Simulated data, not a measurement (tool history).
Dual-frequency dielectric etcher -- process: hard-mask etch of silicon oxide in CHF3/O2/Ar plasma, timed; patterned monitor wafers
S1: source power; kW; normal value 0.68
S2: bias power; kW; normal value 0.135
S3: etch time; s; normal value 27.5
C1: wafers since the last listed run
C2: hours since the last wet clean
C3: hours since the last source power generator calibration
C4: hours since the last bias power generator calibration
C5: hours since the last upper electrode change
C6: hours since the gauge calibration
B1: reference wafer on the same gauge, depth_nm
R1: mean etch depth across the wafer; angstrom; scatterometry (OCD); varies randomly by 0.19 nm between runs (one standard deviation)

{"run": 1, "hour": 0.0, "S1": 0.68, "S2": 0.135, "S3": 27.5, "C1": 0, "C2": 396.3, "C3": 1162.9, "C4": 5214.2, "C5": 5840.3, "C6": 1957.3, "B1": 48.3, "R1": 491}
{"run": 2, "hour": 48.7, "S1": 0.68, "S2": 0.135, "S3": 27.5, "C1": 948, "C2": 445, "C3": 1211.6, "C4": 5262.9, "C5": 5889, "C6": 2006, "B1": 48.4, "R1": 493}
{"run": 3, "hour": 84.1, "S1": 0.68, "S2": 0.135, "S3": 27.5, "C1": 689, "C2": 480.4, "C3": 1247, "C4": 5298.3, "C5": 5924.4, "C6": 2041.4, "B1": 48.3, "R1": 493}
{"hour": 91.4, "done": "gauge calibrated"}
{"hour": 148.1, "done": "wet clean of the chamber"}
{"run": 4, "hour": 148.6, "S1": 0.68, "S2": 0.135, "S3": 27.5, "C1": 789, "C2": 0.5, "C3": 1311.5, "C4": 5362.8, "C5": 5988.9, "C6": 57.2, "B1": 48.2, "R1": 491}
{"run": 5, "hour": 174.4, "S1": 0.68, "S2": 0.135, "S3": 27.5, "C1": 502, "C2": 26.3, "C3": 1337.3, "C4": 5388.6, "C5": 6014.7, "C6": 83, "B1": 48.3, "R1": 492}
{"run": 6, "hour": 209.4, "S1": 0.68, "S2": 0.135, "S3": 33, "C1": 681, "C2": 61.3, "C3": 1372.3, "C4": 5423.6, "C5": 6049.7, "C6": 118, "B1": 48.3, "R1": 594}
{"run": 7, "hour": 268.6, "S1": 0.68, "S2": 0.153, "S3": 27.5, "C1": 1153, "C2": 120.5, "C3": 1431.5, "C4": 5482.8, "C5": 6108.9, "C6": 177.2, "B1": 48.3, "R1": 515}
{"run": 8, "hour": 313.3, "S1": 0.75, "S2": 0.162, "S3": 27.5, "C1": 870, "C2": 165.2, "C3": 1476.2, "C4": 5527.5, "C5": 6153.6, "C6": 221.9, "B1": 48.3, "R1": 550}
{"hour": 353.5, "done": "bias power generator calibrated"}
{"run": 9, "hour": 378.4, "S1": 0.75, "S2": 0.162, "S3": 27.5, "C1": 1190, "C2": 230.3, "C3": 1541.3, "C4": 24.9, "C5": 6218.7, "C6": 287, "B1": 48.3, "R1": 551}
{"run": 10, "hour": 408.8, "S1": 0.75, "S2": 0.162, "S3": 27.5, "C1": 592, "C2": 260.7, "C3": 1571.7, "C4": 55.3, "C5": 6249.1, "C6": 317.4, "B1": 48.3, "R1": 552}
{"hour": 440.1, "done": "upper electrode replaced"}
{"run": 11, "hour": 440.6, "S1": 0.68, "S2": 0.135, "S3": 27.5, "C1": 151, "C2": 292.5, "C3": 1603.5, "C4": 87.1, "C5": 0.5, "C6": 349.2, "B1": 48.3, "R1": 491}
{"run": 12, "hour": 476.0, "S1": 0.68, "S2": 0.135, "S3": 27.5, "C1": 689, "C2": 327.9, "C3": 1638.9, "C4": 122.5, "C5": 35.9, "C6": 384.6, "B1": 48.2, "R1": 490}
{"run": 13, "hour": 500.8, "S1": 0.68, "S2": 0.135, "S3": 27.5, "C1": 483, "C2": 352.7, "C3": 1663.7, "C4": 147.3, "C5": 60.7, "C6": 409.4, "B1": 48.3, "R1": 495}
{"run": 14, "hour": 544.5, "S1": 0.68, "S2": 0.121, "S3": 27.5, "C1": 851, "C2": 396.4, "C3": 1707.4, "C4": 191, "C5": 104.4, "C6": 453.1, "B1": 48.3, "R1": 478}

Expected results for the next run?
{"run": 15, "hour": 597.1, "S1": 0.68, "S2": 0.168, "S3": 27.5, "C1": 1024, "C2": 449, "C3": 1760, "C4": 243.6, "C5": 157, "C6": 505.7, "B1": "?", "R1": "?"}

{"run 15": {"B1": 48.3, "R1": 534}}
Without the tool's hidden state the same run would have given R1 534 angstrom.
